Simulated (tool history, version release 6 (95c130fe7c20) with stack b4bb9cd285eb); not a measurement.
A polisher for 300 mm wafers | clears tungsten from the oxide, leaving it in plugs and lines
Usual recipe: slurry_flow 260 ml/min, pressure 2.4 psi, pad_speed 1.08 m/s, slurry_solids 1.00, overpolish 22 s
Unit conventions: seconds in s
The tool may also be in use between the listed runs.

| run | day | slurry_flow | pressure | pad_speed | slurry_solids | overpolish | incoming thickness of the incoming film, nm | seconds |
|---|---|---|---|---|---|---|---|---|
| 1 | 0.000 | 260 | 2.4 | 1.08 | 1.15 | 22 | 383.1 | 132.0 |
| 2 | 1.358 | 260 | 2.4 | 1.08 | 1.00 | 22 | 391.1 | 142.8 |
| 3 | 2.688 | 260 | 2.4 | 1.08 | 1.00 | 22 | 390.1 | 138.7 |
| 4 | 4.154 | 260 | 2.4 | 1.08 | 1.00 | 22 | 389.9 | 143.7 |
| 5 | 5.050 | 260 | 2.4 | 1.08 | 1.00 | 22 | 384.8 | 140.1 |
| 6 | 5.600 | 260 | 2.4 | 1.08 | 1.00 | 22 | 394.6 | 142.3 |
|  | 5.792 | slurry blender recalibrated |
|  | 5.800 | slurry tank refilled with fresh slurry and peroxide |
|  | 5.838 | worn pad replaced by a new one |
| 7 | 6.679 | 260 | 2.4 | 1.08 | 1.00 | 22 | 392.6 | 147.6 |
|  | 7.217 | slurry nozzle cleaned |
| 8 | 7.708 | 260 | 2.4 | 1.08 | 1.00 | 22 | 389.3 | 136.4 |
| 9 | 8.354 | 260 | 2.4 | 1.08 | 1.00 | 22 | 389.3 | 136.6 |
| 10 | 12.017 | 260 | 2.4 | 1.08 | 1.00 | 22 | 394.3 | 139.6 |
|  | 12.775 | slurry blender recalibrated |
|  | 12.821 | worn pad replaced by a new one |
|  | 13.279 | head pressure recalibrated |
|  | 13.342 | slurry tank refilled with fresh slurry and peroxide |
| 11 | 13.358 | 260 | 2.4 | 1.08 | 1.00 | 22 | 386.0 | 140.6 |
| 12 | 14.579 | 260 | 2.7 | 1.08 | 1.00 | 22 | 397.1 | 127.8 |
| 13 | 16.062 | 345 | 2.4 | 0.70 | 0.85 | 18 | 387.3 | 222.3 |
| 14 | 16.962 | 320 | 3.1 | 1.08 | 0.70 | 16 | 398.6 | 126.2 |
| 15 | 17.608 | 260 | 2.8 | 1.08 | 1.00 | 29 | 387.9 | 120.7 |
| 16 | 18.804 | 260 | 2.4 | 1.08 | 1.00 | 14 | 390.0 | 142.0 |
| 17 | 19.604 | 260 | 2.4 | 1.08 | 1.00 | 22 | 395.1 | 144.0 |
|  | 20.133 | worn pad replaced by a new one |
|  | 20.171 | slurry blender recalibrated |
| 18 | 20.512 | 260 | 2.4 | 0.80 | 0.85 | 22 | 390.4 | 201.4 |
|  | 20.983 | slurry nozzle cleaned |
|  | 21.617 | slurry tank refilled with fresh slurry and peroxide |
| 19 | 21.917 | 260 | 2.4 | 0.96 | 1.00 | 22 | 384.7 | 151.3 |
| 20 | 22.988 | 260 | 2.9 | 1.08 | 1.00 | 22 | 391.2 | 116.1 |
| 21 | 24.038 | 260 | 1.9 | 1.08 | 1.10 | 22 | 393.1 | 168.2 |
| 22 | 24.896 | 260 | 2.4 | 1.08 | 1.00 | 22 | 395.1 | 144.5 |
| 23 | 26.162 | 260 | 2.4 | 1.34 | 0.85 | 22 | 384.7 | 121.4 |
| 24 | 27.404 | 190 | 2.4 | 1.08 | 1.00 | 22 | 386.3 | 148.3 |
|  | 28.200 | worn pad replaced by a new one |
|  | 28.679 | slurry blender recalibrated |
|  | 29.312 | slurry tank refilled with fresh slurry and peroxide |
| 25 | 31.317 | 260 | 2.4 | 1.08 | 1.00 | 11 | 390.7 | 139.9 |

Some steps in seconds between neighbouring runs. How much of each would the tool show without its hidden state too (settings, what came in, random variation), and how much is left for the hidden state, with any gauge scatter that isn't in both results?
What the log doesn't record here: removal rate lost through wear of the pad, %; slurry flow missing at the pad, %; deviation of the head's pressure from its setpoint, %; abrasive missing from the slurry, %; peroxide lost from the slurry, %.
Run 7 -> 8: slurry nozzle cleaned. seconds -11.2 s: hidden state -7.4, all else -3.8.
Run 12 -> 13: slurry_flow 260 -> 345, pressure 2.7 -> 2.4, pad_speed 1.08 -> 0.70, slurry_solids 1.00 -> 0.85, overpolish 22 -> 18. seconds +94.5 s: hidden state +3.0, all else +91.5.
Run 13 -> 14: slurry_flow 345 -> 320, pressure 2.4 -> 3.1, pad_speed 0.70 -> 1.08, slurry_solids 0.85 -> 0.70, overpolish 18 -> 16. seconds -96.1 s: hidden state -3.3, all else -92.8.
Run 18 -> 19: pad_speed 0.80 -> 0.96, slurry_solids 0.85 -> 1.00, slurry nozzle cleaned, slurry tank refilled with fresh slurry and peroxide. seconds -50.1 s: hidden state -9.5, all else -40.6.
